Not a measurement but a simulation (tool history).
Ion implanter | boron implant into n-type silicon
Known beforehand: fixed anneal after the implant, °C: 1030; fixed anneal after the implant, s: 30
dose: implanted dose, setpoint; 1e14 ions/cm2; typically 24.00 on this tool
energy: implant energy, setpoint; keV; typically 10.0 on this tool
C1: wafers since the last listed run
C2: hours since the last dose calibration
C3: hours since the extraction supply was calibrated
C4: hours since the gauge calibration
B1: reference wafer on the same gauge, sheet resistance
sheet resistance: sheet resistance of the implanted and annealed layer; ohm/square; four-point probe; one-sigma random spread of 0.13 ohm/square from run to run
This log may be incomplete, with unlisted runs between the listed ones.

run 1 hour=0.0 | dose=24.00 energy=10.0 | C1=0 C2=1467.5 C3=3677.3 C4=497.6 | B1=97.41 | sheet_resistance=85.03
run 2 hour=25.4 | dose=24.00 energy=10.0 | C1=1363 C2=1492.9 C3=3702.7 C4=523.0 | B1=97.42 | sheet_resistance=85.24
run 3 hour=40.7 | dose=24.00 energy=10.0 | C1=821 C2=1508.2 C3=3718.0 C4=538.3 | B1=97.41 | sheet_resistance=84.86
run 4 hour=63.7 | dose=24.00 energy=10.0 | C1=1234 C2=1531.2 C3=3741.0 C4=561.3 | B1=97.38 | sheet_resistance=84.70
-- hour=79.4 gauge calibrated
run 5 hour=86.6 | dose=24.00 energy=10.0 | C1=1229 C2=1554.1 C3=3763.9 C4=7.2 | B1=97.39 | sheet_resistance=84.96
run 6 hour=110.6 | dose=24.00 energy=10.0 | C1=1288 C2=1578.1 C3=3787.9 C4=31.2 | B1=97.40 | sheet_resistance=85.00
run 7 hour=143.9 | dose=24.00 energy=10.0 | C1=1787 C2=1611.4 C3=3821.2 C4=64.5 | B1=97.38 | sheet_resistance=84.94
run 8 hour=158.4 | dose=24.00 energy=10.0 | C1=778 C2=1625.9 C3=3835.7 C4=79.0 | B1=97.36 | sheet_resistance=84.73
run 9 hour=175.0 | dose=24.00 energy=10.0 | C1=891 C2=1642.5 C3=3852.3 C4=95.6 | B1=97.41 | sheet_resistance=85.09
run 10 hour=242.3 | dose=24.00 energy=10.0 | C1=3613 C2=1709.8 C3=3919.6 C4=162.9 | B1=97.40 | sheet_resistance=84.72
run 11 hour=273.0 | dose=24.00 energy=10.0 | C1=1648 C2=1740.5 C3=3950.3 C4=193.6 | B1=97.40 | sheet_resistance=84.71
run 12 hour=295.3 | dose=21.65 energy=10.0 | C1=1197 C2=1762.8 C3=3972.6 C4=215.9 | B1=97.37 | sheet_resistance=87.22
run 13 hour=310.5 | dose=21.65 energy=10.0 | C1=816 C2=1778.0 C3=3987.8 C4=231.1 | B1=97.38 | sheet_resistance=87.35
run 14 hour=341.2 | dose=21.65 energy=10.0 | C1=1648 C2=1808.7 C3=4018.5 C4=261.8 | B1=97.40 | sheet_resistance=87.27
run 15 hour=358.9 | dose=24.00 energy=10.0 | C1=950 C2=1826.4 C3=4036.2 C4=279.5 | B1=97.39 | sheet_resistance=84.56
run 16 hour=390.5 | dose=24.00 energy=10.0 | C1=1696 C2=1858.0 C3=4067.8 C4=311.1 | B1=97.39 | sheet_resistance=84.61
run 17 hour=406.4 | dose=24.00 energy=10.0 | C1=853 C2=1873.9 C3=4083.7 C4=327.0 | B1=97.41 | sheet_resistance=84.51
run 18 hour=436.3 | dose=21.92 energy=9.0 | C1=1605 C2=1903.8 C3=4113.6 C4=356.9 | B1=97.41 | sheet_resistance=91.21
run 19 hour=458.1 | dose=24.00 energy=10.0 | C1=1170 C2=1925.6 C3=4135.4 C4=378.7 | B1=97.40 | sheet_resistance=84.82
run 20 hour=471.9 | dose=30.08 energy=7.5 | C1=740 C2=1939.4 C3=4149.2 C4=392.5 | B1=97.42 | sheet_resistance=93.26
run 21 hour=500.8 | dose=30.83 energy=12.5 | C1=1551 C2=1968.3 C3=4178.1 C4=421.4 | B1=97.42 | sheet_resistance=71.56
run 22 hour=533.8 | dose=24.00 energy=10.0 | C1=1771 C2=2001.3 C3=4211.1 C4=454.4 | B1=97.40 | sheet_resistance=84.68
-- hour=562.2 extraction supply calibrated
run 23 hour=567.4 | dose=20.95 energy=11.5 | C1=1374 C2=2034.9 C3=5.2 C4=488.0 | B1=97.40 | sheet_resistance=82.89
run 24 hour=583.2 | dose=26.68 energy=11.5 | C1=848 C2=2050.7 C3=21.0 C4=503.8 | B1=97.42 | sheet_resistance=77.12
run 25 hour=607.0 | dose=24.00 energy=10.0 | C1=1277 C2=2074.5 C3=44.8 C4=527.6 | B1=97.40 | sheet_resistance=84.48
run 26 hour=623.6 | dose=24.00 energy=10.0 | C1=891 C2=2091.1 C3=61.4 C4=544.2 | B1=97.41 | sheet_resistance=84.39
-- hour=632.1 Faraday cup replaced and dose calibrated
run 27 hour=655.9 | dose=28.24 energy=13.5 | C1=1304 C2=23.8 C3=93.7 C4=576.5 | B1=97.40 | sheet_resistance=69.71
-- hour=673.5 gauge calibrated
run 28 hour=681.2 | dose=29.21 energy=7.5 | C1=1358 C2=49.1 C3=119.0 C4=7.7 | B1=97.40 | sheet_resistance=93.17
run 29 hour=708.6 | dose=24.00 energy=10.0 | C1=1471 C2=76.5 C3=146.4 C4=35.1 | B1=97.39 | sheet_resistance=83.88
run 30 hour=734.3 | dose=28.69 energy=10.0 | C1=1379 C2=102.2 C3=172.1 C4=60.8 | B1=97.39 | sheet_resistance=80.93
run 31 hour=762.4 | dose=31.10 energy=7.5 | C1=1508 C2=130.3 C3=200.2 C4=88.9 | B1=97.40 | sheet_resistance=92.74
-- hour=787.3 Faraday cup replaced and dose calibrated, repeated, since the last time left the tool worse
run 32 hour=788.4 | dose=30.76 energy=11.5 | C1=966 C2=1.1 C3=226.2 C4=114.9 | B1=97.43 | sheet_resistance=74.97
run 33 hour=811.7 | dose=24.00 energy=10.0 | C1=1251 C2=24.4 C3=249.5 C4=138.2 | B1=97.40 | sheet_resistance=85.20
run 34 hour=893.4 | dose=24.00 energy=12.5 | C1=4386 C2=106.1 C3=331.2 C4=219.9 | B1=97.40 | sheet_resistance=77.07
run 35 hour=909.5 | dose=28.86 energy=10.0 | C1=864 C2=122.2 C3=347.3 C4=236.0 | B1=97.39 | sheet_resistance=81.70
run 36 hour=941.8 | dose=24.00 energy=11.5 | C1=1734 C2=154.5 C3=379.6 C4=268.3 | B1=97.41 | sheet_resistance=79.77
run 37 hour=960.2 | dose=21.33 energy=7.5 | C1=987 C2=172.9 C3=398.0 C4=286.7 | B1=97.38 | sheet_resistance=99.20
run 38 hour=987.6 | dose=20.22 energy=7.0 | C1=1471 C2=200.3 C3=425.4 C4=314.1 | B1=97.40 | sheet_resistance=103.54

3 ways to go on from here, each from the tool as it stands after run 38. What would each give?
run A hour=988.0 | dose=24.00 energy=13.0 | C1=21 C2=200.7 C3=425.8 C4=314.5 | B1=? | sheet_resistance=?
run B hour=988.0 | dose=24.00 energy=7.0 | C1=21 C2=200.7 C3=425.8 C4=314.5 | B1=? | sheet_resistance=?
run C hour=988.0 | dose=16.86 energy=9.0 | C1=21 C2=200.7 C3=425.8 C4=314.5 | B1=? | sheet_resistance=?

run=A B1=97.40 sheet_resistance=75.73
run=B B1=97.40 sheet_resistance=100.08
run=C B1=97.40 sheet_resistance=99.79
Without the tool's hidden state the same runs would have given:
run=A sheet_resistance=75.81
run=B sheet_resistance=100.14
run=C sheet_resistance=99.91

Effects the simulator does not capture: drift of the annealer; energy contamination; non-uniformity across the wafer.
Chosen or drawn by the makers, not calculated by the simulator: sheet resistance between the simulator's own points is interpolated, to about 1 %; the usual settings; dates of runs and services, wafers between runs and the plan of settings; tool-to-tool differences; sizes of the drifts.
